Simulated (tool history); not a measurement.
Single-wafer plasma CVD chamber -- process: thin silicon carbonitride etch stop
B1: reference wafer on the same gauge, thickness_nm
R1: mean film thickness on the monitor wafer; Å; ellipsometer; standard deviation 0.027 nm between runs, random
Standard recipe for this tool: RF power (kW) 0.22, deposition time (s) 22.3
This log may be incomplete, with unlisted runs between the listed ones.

run 1 hour=0 | RF_power_(kW)=0.22 deposition_time_(s)=21.3 | B1=17.902 | R1=146.63
run 2 hour=107.3 | RF_power_(kW)=0.22 deposition_time_(s)=21.3 | B1=17.917 | R1=146.39
run 3 hour=211.3 | RF_power_(kW)=0.22 deposition_time_(s)=21.3 | B1=17.895 | R1=146.75
run 4 hour=291.5 | RF_power_(kW)=0.25 deposition_time_(s)=22.3 | B1=17.914 | R1=157.01
run 5 hour=361.2 | RF_power_(kW)=0.25 deposition_time_(s)=22.3 | B1=17.896 | R1=157.05
-- hour=372.2 gauge calibrated
-- hour=380.6 thermocouple changed; heater temperature recalibrated
run 6 hour=428.5 | RF_power_(kW)=0.22 deposition_time_(s)=22.3 | B1=17.907 | R1=152.98
run 7 hour=473.5 | RF_power_(kW)=0.22 deposition_time_(s)=22.3 | B1=17.882 | R1=153.17
run 8 hour=574 | RF_power_(kW)=0.245 deposition_time_(s)=22.3 | B1=17.902 | R1=155.98
run 9 hour=671.1 | RF_power_(kW)=0.18 deposition_time_(s)=26.2 | B1=17.91 | R1=173.42
run 10 hour=751.9 | RF_power_(kW)=0.22 deposition_time_(s)=23.5 | B1=17.905 | R1=160.83
-- hour=793.9 RF generator calibrated
run 11 hour=845.7 | RF_power_(kW)=0.25 deposition_time_(s)=22.3 | B1=17.901 | R1=159.21
-- hour=878.5 showerhead replaced
run 12 hour=889.8 | RF_power_(kW)=0.235 deposition_time_(s)=19.1 | B1=17.912 | R1=134.6
run 13 hour=927.1 | RF_power_(kW)=0.22 deposition_time_(s)=22.3 | B1=17.898 | R1=155.5
run 14 hour=996.4 | RF_power_(kW)=0.22 deposition_time_(s)=20.9 | B1=17.89 | R1=145.41
run 15 hour=1101.5 | RF_power_(kW)=0.245 deposition_time_(s)=23.6 | B1=17.905 | R1=167.46
run 16 hour=1150.5 | RF_power_(kW)=0.22 deposition_time_(s)=22.3 | B1=17.896 | R1=155.75

Below are 5 alternative next runs, each starting from the tool's condition after run 16. Predict each:
run A hour=1150.9 | RF_power_(kW)=0.22 deposition_time_(s)=22.3 | B1=? | R1=?
run B hour=1150.9 | RF_power_(kW)=0.255 deposition_time_(s)=26.5 | B1=? | R1=?
run C hour=1150.9 | RF_power_(kW)=0.255 deposition_time_(s)=22.3 | B1=? | R1=?
run D hour=1150.9 | RF_power_(kW)=0.185 deposition_time_(s)=18.9 | B1=? | R1=?
run E hour=1150.9 | RF_power_(kW)=0.24 deposition_time_(s)=19.3 | B1=? | R1=?

run=A B1=17.902 R1=154.88
run=B B1=17.902 R1=189.1
run=C B1=17.902 R1=159.13
run=D B1=17.902 R1=127.42
run=E B1=17.902 R1=136.17
Without the tool's hidden state the same runs would have given:
run=A R1=155.46
run=B R1=189.81
run=C R1=159.72
run=D R1=127.9
run=E R1=136.68

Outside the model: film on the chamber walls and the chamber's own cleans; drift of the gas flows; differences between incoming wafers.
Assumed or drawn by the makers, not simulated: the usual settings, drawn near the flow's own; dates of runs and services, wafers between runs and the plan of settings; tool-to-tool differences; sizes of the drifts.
